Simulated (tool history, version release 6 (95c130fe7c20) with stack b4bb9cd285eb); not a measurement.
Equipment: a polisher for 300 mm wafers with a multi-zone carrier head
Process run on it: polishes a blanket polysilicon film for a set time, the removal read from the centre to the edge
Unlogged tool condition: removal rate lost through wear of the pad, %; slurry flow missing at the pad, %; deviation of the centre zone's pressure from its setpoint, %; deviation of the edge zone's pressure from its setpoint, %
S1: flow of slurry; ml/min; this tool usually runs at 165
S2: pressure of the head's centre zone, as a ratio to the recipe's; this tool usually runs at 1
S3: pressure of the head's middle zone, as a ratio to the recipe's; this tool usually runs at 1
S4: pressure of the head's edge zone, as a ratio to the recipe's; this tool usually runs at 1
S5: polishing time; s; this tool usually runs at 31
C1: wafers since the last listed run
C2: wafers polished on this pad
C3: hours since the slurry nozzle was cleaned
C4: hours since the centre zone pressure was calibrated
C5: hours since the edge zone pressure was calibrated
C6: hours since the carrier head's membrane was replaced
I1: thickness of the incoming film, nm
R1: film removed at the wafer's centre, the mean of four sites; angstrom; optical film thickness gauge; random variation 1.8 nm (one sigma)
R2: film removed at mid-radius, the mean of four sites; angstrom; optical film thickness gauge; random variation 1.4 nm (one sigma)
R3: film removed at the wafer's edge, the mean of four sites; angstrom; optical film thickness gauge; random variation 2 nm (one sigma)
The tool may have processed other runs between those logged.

Run 1, hour 0: usual settings but S5 37 s; C1 0; C2 1060; C3 417; C4 109.8; C5 305.9; C6 1073; I1 1782.8. Result: R1 1652 angstrom, R2 1621 angstrom, R3 1609 angstrom.
Run 2, hour 91.1: usual settings; C1 956; C2 2016; C3 508.1; C4 200.9; C5 397; C6 1164.1; I1 1791.9. Result: R1 1482 angstrom, R2 1339 angstrom, R3 1340 angstrom.
At hour 110.2: slurry nozzle cleaned.
Run 3, hour 139.8: usual settings; C1 500; C2 2517; C3 29.6; C4 249.6; C5 445.7; C6 1212.8; I1 1751.4. Result: R1 1426 angstrom, R2 1358 angstrom, R3 1327 angstrom.
Run 4, hour 289.4: usual settings but S1 200 ml/min, S3 0.92; C1 1570; C2 4087; C3 179.2; C4 399.2; C5 595.3; C6 1362.4; I1 1785.5. Result: R1 1542 angstrom, R2 1312 angstrom, R3 1376 angstrom.
At hour 302.4: worn pad replaced by a new one.
Run 5, hour 332.6: usual settings but S1 200 ml/min, S3 0.92; C1 411; C2 317; C3 222.4; C4 442.4; C5 638.5; C6 1405.6; I1 1768.5. Result: R1 1494 angstrom, R2 1296 angstrom, R3 1383 angstrom.
Run 6, hour 431.9: usual settings but S1 200 ml/min, S3 0.92; C1 1042; C2 1359; C3 321.7; C4 541.7; C5 737.8; C6 1504.9; I1 1770.2. Result: R1 1523 angstrom, R2 1327 angstrom, R3 1335 angstrom.
Run 7, hour 512.1: usual settings but S4 0.96; C1 841; C2 2201; C3 401.9; C4 621.9; C5 818; C6 1585.1; I1 1783.5. Result: R1 1482 angstrom, R2 1341 angstrom, R3 1333 angstrom.
At hour 528.5: centre zone pressure recalibrated.
Run 8, hour 615.6: usual settings but S3 0.97; C1 1065; C2 3266; C3 505.4; C4 87.1; C5 921.5; C6 1688.6; I1 1767. Result: R1 1418 angstrom, R2 1322 angstrom, R3 1323 angstrom.
At hour 618: slurry nozzle cleaned.
At hour 692.8: worn pad replaced by a new one.
Run 9, hour 709: usual settings but S1 190 ml/min; C1 927; C2 169; C3 91; C4 180.5; C5 1014.9; C6 1782; I1 1777.6. Result: R1 1512 angstrom, R2 1407 angstrom, R3 1371 angstrom.
At hour 754.2: carrier head's membrane replaced by a new one.
At hour 764.4: edge zone pressure recalibrated.
Run 10, hour 797.4: usual settings; C1 854; C2 1024; C3 179.4; C4 268.9; C5 33; C6 43.2; I1 1783.5. Result: R1 1467 angstrom, R2 1344 angstrom, R3 1332 angstrom.
Run 11, hour 838.3: usual settings; C1 429; C2 1453; C3 220.3; C4 309.8; C5 73.9; C6 84.1; I1 1775.3. Result: R1 1492 angstrom, R2 1350 angstrom, R3 1341 angstrom.
Run 12, hour 898: usual settings but S1 220 ml/min, S2 1.09, S5 38 s; C1 626; C2 2079; C3 280; C4 369.5; C5 133.6; C6 143.8; I1 1784.7. Result: R1 2123 angstrom, R2 1707 angstrom, R3 1701 angstrom.
Run 13, hour 943.1: usual settings; C1 473; C2 2553; C3 325.1; C4 414.6; C5 178.7; C6 188.9; I1 1750.4. Result: R1 1464 angstrom, R2 1351 angstrom, R3 1320 angstrom.
Run 14, hour 1010.2: usual settings; C1 704; C2 3257; C3 392.2; C4 481.7; C5 245.8; C6 256; I1 1799.5. Result: R1 1495 angstrom, R2 1363 angstrom, R3 1348 angstrom.
At hour 1033.4: worn pad replaced by a new one.
Run 15, hour 1095.4: usual settings but S3 0.88, S4 0.93; C1 852; C2 650; C3 477.4; C4 566.9; C5 331; C6 341.2; I1 1774.6. Result: R1 1526 angstrom, R2 1232 angstrom, R3 1297 angstrom.
At hour 1174.1: slurry nozzle cleaned.
At hour 1179: centre zone pressure recalibrated.
Run 16, hour 1196.9: usual settings but S4 1.12; C1 1033; C2 1684; C3 22.8; C4 17.9; C5 432.5; C6 442.7; I1 1763.5. Result: R1 1389 angstrom, R2 1335 angstrom, R3 1401 angstrom.
Run 17, hour 1243.9: usual settings but S1 190 ml/min; C1 493; C2 2177; C3 69.8; C4 64.9; C5 479.5; C6 489.7; I1 1800.4. Result: R1 1449 angstrom, R2 1371 angstrom, R3 1368 angstrom.
Run 18, hour 1336.2: usual settings; C1 968; C2 3146; C3 162.1; C4 157.2; C5 571.8; C6 582; I1 1807.4. Result: R1 1426 angstrom, R2 1355 angstrom, R3 1359 angstrom.
At hour 1368.2: worn pad replaced by a new one.
Run 19, hour 1444.2: usual settings but S3 0.94; C1 1091; C2 797; C3 270.1; C4 265.2; C5 679.8; C6 690; I1 1765.3. Result: R1 1470 angstrom, R2 1273 angstrom, R3 1353 angstrom.
Run 20, hour 1502: usual settings but S2 0.95; C1 606; C2 1404; C3 327.9; C4 323; C5 737.6; C6 747.8; I1 1753.3. Result: R1 1398 angstrom, R2 1367 angstrom, R3 1312 angstrom.
Run 21, hour 1584.1: usual settings but S1 150 ml/min, S2 0.9, S5 23 s; C1 861; C2 2266; C3 410; C4 405.1; C5 819.7; C6 829.9; I1 1777.1. Result: R1 986 angstrom, R2 983 angstrom, R3 990 angstrom.
Run 22, hour 1664.7: usual settings but S1 130 ml/min; C1 845; C2 3111; C3 490.6; C4 485.7; C5 900.3; C6 910.5; I1 1755.3. Result: R1 1408 angstrom, R2 1284 angstrom, R3 1263 angstrom.
At hour 1686: slurry nozzle cleaned.
At hour 1729.2: worn pad replaced by a new one.
Run 23, hour 1750: usual settings but S1 120 ml/min, S3 1.1, S4 0.9; C1 842; C2 218; C3 64; C4 571; C5 985.6; C6 995.8; I1 1775. Result: R1 1411 angstrom, R2 1364 angstrom, R3 1181 angstrom.

Forecast each of these 3 alternatives for the next run:
Run A, hour 1750.4: usual settings but S2 1.09; C1 4; C2 222; C3 64.4; C4 571.4; C5 986; C6 996.2; I1 1760.6. Result: R1 ?, R2 ?, R3 ?.
Run B, hour 1750.4: usual settings but S2 0.93, S4 0.91; C1 4; C2 222; C3 64.4; C4 571.4; C5 986; C6 996.2; I1 1760.6. Result: R1 ?, R2 ?, R3 ?.
Run C, hour 1750.4: usual settings but S1 125 ml/min, S5 28 s; C1 4; C2 222; C3 64.4; C4 571.4; C5 986; C6 996.2; I1 1760.6. Result: R1 ?, R2 ?, R3 ?.

run    R1    R2    R3
  A  1637  1363  1359
  B  1398  1364  1300
  C  1264  1157  1174
Stripped of hidden state, with their random variation kept, the same runs would have yielded:
run    R1    R2    R3
  A  1504  1364  1359
  B  1283  1365  1300
  C  1161  1157  1174
